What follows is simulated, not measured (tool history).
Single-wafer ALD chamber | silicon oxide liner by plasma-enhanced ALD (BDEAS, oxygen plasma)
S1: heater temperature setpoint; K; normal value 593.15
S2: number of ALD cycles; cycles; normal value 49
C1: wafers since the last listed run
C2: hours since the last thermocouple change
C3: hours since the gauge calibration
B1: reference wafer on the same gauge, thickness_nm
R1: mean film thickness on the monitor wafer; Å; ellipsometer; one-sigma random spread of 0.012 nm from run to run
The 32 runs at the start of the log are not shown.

Run 33, day 99.208: usual settings but S1 589.15 K, S2 44 cycles; C1 397; C2 455; C3 646.5; B1 4.811. Result: R1 42.83 Å.
Run 34, day 103.225: usual settings but S1 606.15 K, S2 44 cycles; C1 402; C2 551.4; C3 742.9; B1 4.813. Result: R1 41.75 Å.
Run 35, day 105.371: usual settings; C1 215; C2 602.9; C3 794.4; B1 4.812. Result: R1 47.52 Å.
Run 36, day 109.85: usual settings but S1 598.15 K, S2 59 cycles; C1 448; C2 710.4; C3 901.9; B1 4.807. Result: R1 56.61 Å.
Run 37, day 114.329: usual settings; C1 448; C2 817.9; C3 1009.4; B1 4.809. Result: R1 47.28 Å.
Run 38, day 117.971: usual settings but S1 602.15 K, S2 46 cycles; C1 364; C2 905.3; C3 1096.8; B1 4.807. Result: R1 43.91 Å.
Run 39, day 121.583: usual settings but S2 42 cycles; C1 361; C2 992; C3 1183.5; B1 4.807. Result: R1 40.53 Å.
Run 40, day 123.742: usual settings but S1 588.15 K, S2 40 cycles; C1 216; C2 1043.8; C3 1235.3; B1 4.801. Result: R1 38.92 Å.

Here are 5 independent what-if runs from the current tool condition. What would each one return?
Run A, day 123.762: usual settings but S2 44 cycles; C1 2; C2 1044.3; C3 1235.8; B1 ?. Result: R1 ?.
Run B, day 123.762: usual settings but S1 582.15 K; C1 2; C2 1044.3; C3 1235.8; B1 ?. Result: R1 ?.
Run C, day 123.762: usual settings but S1 606.15 K, S2 51 cycles; C1 2; C2 1044.3; C3 1235.8; B1 ?. Result: R1 ?.
Run D, day 123.762: usual settings but S1 601.15 K, S2 44 cycles; C1 2; C2 1044.3; C3 1235.8; B1 ?. Result: R1 ?.
Run E, day 123.762: usual settings but S1 598.15 K, S2 45 cycles; C1 2; C2 1044.3; C3 1235.8; B1 ?. Result: R1 ?.

run     B1     R1
  A  4.801  42.54
  B  4.801  48.03
  C  4.801  48.49
  D  4.801   42.1
  E  4.801  43.23
Without the tool's unlogged condition, the same runs would have read:
run     R1
  A  42.68
  B   48.2
  C  48.66
  D  42.25
  E  43.38
